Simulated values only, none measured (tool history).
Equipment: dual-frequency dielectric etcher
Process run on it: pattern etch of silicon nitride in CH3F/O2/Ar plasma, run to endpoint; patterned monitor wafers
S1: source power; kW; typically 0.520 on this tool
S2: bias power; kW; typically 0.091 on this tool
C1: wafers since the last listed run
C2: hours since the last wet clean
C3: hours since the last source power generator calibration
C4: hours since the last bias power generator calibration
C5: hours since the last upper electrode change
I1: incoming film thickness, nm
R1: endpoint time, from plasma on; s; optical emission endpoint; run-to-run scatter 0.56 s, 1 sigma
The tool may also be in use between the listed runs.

Run 1, hour 0.0: usual settings; C1 0; C2 467.8; C3 2599.8; C4 4391.0; C5 3347.5; I1 48.88. Result: R1 64.3 s.
Run 2, hour 88.3: usual settings; C1 798; C2 556.1; C3 2688.1; C4 4479.3; C5 3435.8; I1 49.00. Result: R1 66.1 s.
At hour 124.8: wet clean of the chamber.
Run 3, hour 187.4: usual settings; C1 678; C2 62.6; C3 2787.2; C4 4578.4; C5 3534.9; I1 48.74. Result: R1 61.9 s.
Run 4, hour 237.5: usual settings; C1 452; C2 112.7; C3 2837.3; C4 4628.5; C5 3585.0; I1 49.24. Result: R1 63.0 s.
Run 5, hour 345.1: usual settings; C1 972; C2 220.3; C3 2944.9; C4 4736.1; C5 3692.6; I1 48.58. Result: R1 63.2 s.
Run 6, hour 414.1: usual settings but S1 0.420 kW, S2 0.086 kW; C1 623; C2 289.3; C3 3013.9; C4 4805.1; C5 3761.6; I1 48.47. Result: R1 71.2 s.
Run 7, hour 463.9: usual settings but S1 0.420 kW, S2 0.086 kW; C1 450; C2 339.1; C3 3063.7; C4 4854.9; C5 3811.4; I1 48.88. Result: R1 72.0 s.
Run 8, hour 540.6: usual settings but S1 0.480 kW, S2 0.108 kW; C1 693; C2 415.8; C3 3140.4; C4 4931.6; C5 3888.1; I1 48.78. Result: R1 62.1 s.
At hour 608.9: source power generator calibrated.
Run 9, hour 645.7: usual settings but S1 0.390 kW, S2 0.072 kW; C1 914; C2 520.9; C3 36.8; C4 5036.7; C5 3993.2; I1 48.41. Result: R1 81.5 s.

For run 10, what comes out?
Run 10, hour 722.7: usual settings but S1 0.560 kW, S2 0.112 kW; C1 696; C2 597.9; C3 113.8; C4 5113.7; C5 4070.2; I1 48.31. Result: R1 ?.

Logged for run 10: R1 58.3 s.
Were there no unlogged condition in the tool, this run, its random variation unchanged, would have produced R1 55.3 s.

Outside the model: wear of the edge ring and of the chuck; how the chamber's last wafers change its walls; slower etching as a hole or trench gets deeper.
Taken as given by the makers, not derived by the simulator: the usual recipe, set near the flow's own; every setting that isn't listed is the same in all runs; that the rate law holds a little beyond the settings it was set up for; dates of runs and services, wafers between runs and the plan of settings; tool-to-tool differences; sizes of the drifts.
